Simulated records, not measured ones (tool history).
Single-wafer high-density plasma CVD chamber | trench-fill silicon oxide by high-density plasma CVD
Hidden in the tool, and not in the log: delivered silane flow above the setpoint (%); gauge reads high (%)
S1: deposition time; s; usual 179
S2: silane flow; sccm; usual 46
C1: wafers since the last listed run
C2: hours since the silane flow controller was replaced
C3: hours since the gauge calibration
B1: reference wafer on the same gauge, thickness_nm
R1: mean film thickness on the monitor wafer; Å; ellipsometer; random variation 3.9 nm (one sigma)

{"run": 1, "hour": 0.0, "S1": 179, "S2": 46, "C1": 0, "C2": 1309.8, "C3": 477, "B1": 750.488, "R1": 8118.78}
{"run": 2, "hour": 71.8, "S1": 179, "S2": 46, "C1": 633, "C2": 1381.6, "C3": 548.8, "B1": 750.509, "R1": 8144.08}
{"run": 3, "hour": 275.9, "S1": 179, "S2": 46, "C1": 1800, "C2": 1585.7, "C3": 752.9, "B1": 753.038, "R1": 8173.88}
{"run": 4, "hour": 324.5, "S1": 179, "S2": 46, "C1": 428, "C2": 1634.3, "C3": 801.5, "B1": 750.711, "R1": 8169.64}
{"run": 5, "hour": 380.0, "S1": 179, "S2": 46, "C1": 489, "C2": 1689.8, "C3": 857, "B1": 750.82, "R1": 8201.22}
{"run": 6, "hour": 422.7, "S1": 179, "S2": 46, "C1": 376, "C2": 1732.5, "C3": 899.7, "B1": 749.632, "R1": 8155.4}
{"run": 7, "hour": 490.2, "S1": 179, "S2": 46, "C1": 595, "C2": 1800, "C3": 967.2, "B1": 750.81, "R1": 8197.59}
{"run": 8, "hour": 550.1, "S1": 179, "S2": 46, "C1": 528, "C2": 1859.9, "C3": 1027.1, "B1": 748.962, "R1": 8106.87}
{"run": 9, "hour": 581.3, "S1": 179, "S2": 46, "C1": 275, "C2": 1891.1, "C3": 1058.3, "B1": 752.991, "R1": 8196.85}
{"run": 10, "hour": 618.1, "S1": 179, "S2": 46, "C1": 324, "C2": 1927.9, "C3": 1095.1, "B1": 751.506, "R1": 8218.11}
{"hour": 641.4, "done": "silane flow controller replaced"}
{"run": 11, "hour": 649.4, "S1": 179, "S2": 46, "C1": 205, "C2": 8, "C3": 1126.4, "B1": 751.338, "R1": 7992.54}
{"run": 12, "hour": 707.8, "S1": 179, "S2": 46, "C1": 515, "C2": 66.4, "C3": 1184.8, "B1": 751.724, "R1": 8002.46}
{"run": 13, "hour": 771.0, "S1": 168, "S2": 46, "C1": 557, "C2": 129.6, "C3": 1248, "B1": 750.479, "R1": 7470.39}
{"run": 14, "hour": 806.1, "S1": 215, "S2": 54, "C1": 309, "C2": 164.7, "C3": 1283.1, "B1": 751.599, "R1": 10911.78}
{"run": 15, "hour": 862.4, "S1": 195, "S2": 46, "C1": 496, "C2": 221, "C3": 1339.4, "B1": 750.668, "R1": 8742.65}
{"run": 16, "hour": 907.1, "S1": 144, "S2": 39, "C1": 394, "C2": 265.7, "C3": 1384.1, "B1": 751.171, "R1": 5695.34}
{"run": 17, "hour": 963.4, "S1": 179, "S2": 46, "C1": 496, "C2": 322, "C3": 1440.4, "B1": 751.933, "R1": 8014.91}
{"run": 18, "hour": 1016.1, "S1": 179, "S2": 46, "C1": 464, "C2": 374.7, "C3": 1493.1, "B1": 751.144, "R1": 7981.84}
{"run": 19, "hour": 1204.0, "S1": 179, "S2": 46, "C1": 1657, "C2": 562.6, "C3": 1681, "B1": 751.016, "R1": 8061.87}
{"hour": 1248.3, "done": "gauge calibrated"}
{"run": 20, "hour": 1267.6, "S1": 146, "S2": 42, "C1": 561, "C2": 626.2, "C3": 19.3, "B1": 751.231, "R1": 6063.83}
{"run": 21, "hour": 1313.5, "S1": 179, "S2": 46, "C1": 404, "C2": 672.1, "C3": 65.2, "B1": 749.599, "R1": 7966.86}
{"run": 22, "hour": 1350.7, "S1": 203, "S2": 46, "C1": 328, "C2": 709.3, "C3": 102.4, "B1": 751.168, "R1": 9122.6}
{"run": 23, "hour": 1395.4, "S1": 179, "S2": 46, "C1": 394, "C2": 754, "C3": 147.1, "B1": 752.735, "R1": 8070.42}
{"run": 24, "hour": 1446.1, "S1": 196, "S2": 46, "C1": 447, "C2": 804.7, "C3": 197.8, "B1": 751.002, "R1": 8835.53}
{"run": 25, "hour": 1491.8, "S1": 161, "S2": 41, "C1": 403, "C2": 850.4, "C3": 243.5, "B1": 752.159, "R1": 6645.5}
{"run": 26, "hour": 1562.7, "S1": 150, "S2": 51, "C1": 625, "C2": 921.3, "C3": 314.4, "B1": 751.615, "R1": 7394.56}
{"run": 27, "hour": 1603.7, "S1": 179, "S2": 50, "C1": 361, "C2": 962.3, "C3": 355.4, "B1": 750.841, "R1": 8661.19}

4 ways to go on from here, each from the tool as it stands after run 27. What would each give?
{"run": "A", "hour": 1604.1, "S1": 179, "S2": 46, "C1": 3, "C2": 962.7, "C3": 355.8, "B1": "?", "R1": "?"}
{"run": "B", "hour": 1604.1, "S1": 158, "S2": 42, "C1": 3, "C2": 962.7, "C3": 355.8, "B1": "?", "R1": "?"}
{"run": "C", "hour": 1604.1, "S1": 179, "S2": 43, "C1": 3, "C2": 962.7, "C3": 355.8, "B1": "?", "R1": "?"}
{"run": "D", "hour": 1604.1, "S1": 163, "S2": 51, "C1": 3, "C2": 962.7, "C3": 355.8, "B1": "?", "R1": "?"}

run=A B1=751.698 R1=8103.52
run=B B1=751.698 R1=6660.63
run=C B1=751.698 R1=7685.31
run=D B1=751.698 R1=8013.91
Without the tool's hidden state the same runs would have given:
run=A R1=7999.81
run=B R1=6575.39
run=C R1=7586.95
run=D R1=7911.35
